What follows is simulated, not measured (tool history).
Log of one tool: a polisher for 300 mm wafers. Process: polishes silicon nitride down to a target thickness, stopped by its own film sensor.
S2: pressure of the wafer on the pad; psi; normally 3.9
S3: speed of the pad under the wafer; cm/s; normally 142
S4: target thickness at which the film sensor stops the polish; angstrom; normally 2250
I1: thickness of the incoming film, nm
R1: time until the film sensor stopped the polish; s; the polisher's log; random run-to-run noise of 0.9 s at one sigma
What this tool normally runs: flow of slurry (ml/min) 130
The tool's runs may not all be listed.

Run 1, day 0: usual settings but S3 106 cm/s; I1 412.8. Result: R1 93.7 s.
Run 2, day 0.583: usual settings but S3 106 cm/s; I1 405.7. Result: R1 88.9 s.
Run 3, day 1.838: usual settings but S3 106 cm/s; I1 405.7. Result: R1 90.1 s.
At day 2.125: worn pad replaced by a new one.
Run 4, day 2.95: usual settings but flow of slurry (ml/min) 100; I1 404.1. Result: R1 74.7 s.
Run 5, day 3.662: usual settings but flow of slurry (ml/min) 100; I1 406.7. Result: R1 76.9 s.
Run 6, day 4.917: usual settings but S3 166 cm/s; I1 415.8. Result: R1 67.1 s.
Run 7, day 6.167: usual settings but S3 166 cm/s; I1 410.6. Result: R1 65.8 s.
Run 8, day 7.329: usual settings but S3 132 cm/s; I1 415.5. Result: R1 81.1 s.
At day 7.646: worn pad replaced by a new one.
At day 10.671: slurry nozzle cleaned.
Run 9, day 11.579: usual settings but S3 132 cm/s; I1 412.3. Result: R1 79.6 s.
At day 12.504: worn pad replaced by a new one.
Run 10, day 12.988: usual settings but S3 132 cm/s; I1 413.4. Result: R1 79.9 s.
At day 14.146: head pressure recalibrated.
Run 11, day 14.179: usual settings but S4 2700 angstrom; I1 418.4. Result: R1 58.4 s.
Run 12, day 15.196: usual settings but S3 106 cm/s; I1 408.5. Result: R1 90.4 s.
Run 13, day 15.725: usual settings but S3 192 cm/s; I1 412.4. Result: R1 58.1 s.
Run 14, day 16.275: usual settings but flow of slurry (ml/min) 115, S2 3.1 psi, S4 2550 angstrom; I1 405.9. Result: R1 76.5 s.
Run 15, day 16.95: usual settings; I1 410.3. Result: R1 73.3 s.
At day 17.954: worn pad replaced by a new one.
Run 16, day 18.404: usual settings; I1 411.7. Result: R1 73.4 s.
Run 17, day 19.021: usual settings but flow of slurry (ml/min) 175, S2 4.5 psi, S3 106 cm/s, S4 2850 angstrom; I1 410.7. Result: R1 51.4 s.
Run 18, day 19.975: usual settings but S3 182 cm/s, S4 2670 angstrom; I1 410.5. Result: R1 47 s.
Run 19, day 20.892: usual settings; I1 410.9. Result: R1 73 s.
Run 20, day 21.704: usual settings but flow of slurry (ml/min) 145; I1 410.5. Result: R1 73.7 s.
At day 22.588: worn pad replaced by a new one.
Run 21, day 22.717: usual settings but flow of slurry (ml/min) 100, S2 3 psi, S3 114 cm/s; I1 404.3. Result: R1 116.6 s.
Run 22, day 23.304: usual settings but flow of slurry (ml/min) 100, S3 192 cm/s; I1 407.2. Result: R1 61.3 s.
Run 23, day 24.138: usual settings; I1 410.9. Result: R1 71.7 s.

What was the tool's hidden state at every run in the log?
removal rate lost through wear of the pad, %: 0, the same for each run
slurry flow missing at the pad, %: 0, the same for each run
deviation of the head's pressure from its setpoint, %: 0, the same for each run

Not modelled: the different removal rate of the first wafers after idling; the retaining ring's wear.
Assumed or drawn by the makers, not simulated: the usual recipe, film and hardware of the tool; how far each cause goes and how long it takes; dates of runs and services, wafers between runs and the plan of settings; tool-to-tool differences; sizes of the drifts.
